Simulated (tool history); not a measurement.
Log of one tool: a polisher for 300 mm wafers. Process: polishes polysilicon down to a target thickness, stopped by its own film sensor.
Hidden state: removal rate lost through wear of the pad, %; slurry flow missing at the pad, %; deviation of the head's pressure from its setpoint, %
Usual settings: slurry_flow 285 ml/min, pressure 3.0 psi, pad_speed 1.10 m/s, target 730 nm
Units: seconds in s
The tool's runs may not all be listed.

run,hour,slurry_flow,pressure,pad_speed,target,wafers since the last listed run,wafers polished on this pad,hours since the slurry nozzle was cleaned,hours since the head pressure was calibrated,"incoming thickness of the incoming film, nm",seconds
1,0.0,285,3.3,1.10,730,0,276,119.3,1357.0,1134.7,46.1
2,11.1,285,3.3,1.10,730,144,420,130.4,1368.1,1128.0,47.2
3,28.1,285,3.3,1.10,730,220,641,147.4,1385.1,1133.1,49.4
4,48.2,285,3.0,1.10,730,260,902,167.5,1405.2,1133.4,53.3
5,56.3,285,2.7,1.10,730,105,1007,175.6,1413.3,1123.7,57.2
# hour 64.5: worn pad replaced by a new one
6,68.8,285,2.7,1.10,730,110,56,188.1,1425.8,1131.7,50.5
7,76.9,285,2.7,1.10,730,105,161,196.2,1433.9,1122.1,51.8
8,94.2,285,3.0,1.10,730,224,385,213.5,1451.2,1144.3,50.5
9,109.5,285,3.0,1.10,730,198,584,228.8,1466.5,1124.3,48.5
10,124.7,285,3.0,1.10,730,197,781,244.0,1481.7,1106.8,49.3
11,136.7,285,3.0,1.10,730,155,937,256.0,1493.7,1131.4,52.3
# hour 146.2: worn pad replaced by a new one
12,146.7,285,3.0,1.10,730,77,6,266.0,1503.7,1119.1,44.8
13,160.7,285,3.0,1.10,730,181,188,280.0,1517.7,1151.9,50.1
14,171.3,285,3.0,1.10,730,137,325,290.6,1528.3,1108.2,46.4
15,183.1,285,3.0,1.10,730,153,478,302.4,1540.1,1154.4,51.6
# hour 191.2: head pressure recalibrated
16,193.7,285,3.0,1.10,799,111,590,313.0,2.5,1122.1,41.0
# hour 201.5: slurry nozzle cleaned
# hour 225.6: worn pad replaced by a new one
17,239.6,285,2.2,1.42,730,530,181,38.1,48.4,1130.6,46.6
18,255.1,185,3.6,0.86,606,201,382,53.6,63.9,1130.0,71.1
19,264.3,365,3.0,0.82,730,119,501,62.8,73.1,1144.8,63.6
20,277.6,345,2.6,1.10,730,172,674,76.1,86.4,1132.8,55.7
21,284.8,285,3.0,1.10,730,93,767,83.3,93.6,1128.2,49.6
22,291.5,320,2.7,1.00,665,86,854,90.0,100.3,1141.5,70.8
23,300.6,355,3.0,1.44,636,118,972,99.1,109.4,1133.8,51.3
# hour 310.5: worn pad replaced by a new one
24,316.8,285,3.5,0.86,610,158,82,115.3,125.6,1139.6,68.6
25,323.2,285,3.0,1.10,730,83,165,121.7,132.0,1126.3,47.1
26,330.6,285,3.0,0.74,730,96,261,129.1,139.4,1148.0,69.8

The same runs without the tool's hidden state, with the same run-to-run variation:
run,seconds
1,44.0
2,44.4
3,45.4
4,47.6
5,50.5
6,50.2
7,51.0
8,48.6
9,45.8
10,45.6
11,47.6
12,44.6
13,49.1
14,44.8
15,49.1
16,38.4
17,45.7
18,68.4
19,60.4
20,52.0
21,45.8
22,64.9
23,46.4
24,68.0
25,46.3
26,68.0

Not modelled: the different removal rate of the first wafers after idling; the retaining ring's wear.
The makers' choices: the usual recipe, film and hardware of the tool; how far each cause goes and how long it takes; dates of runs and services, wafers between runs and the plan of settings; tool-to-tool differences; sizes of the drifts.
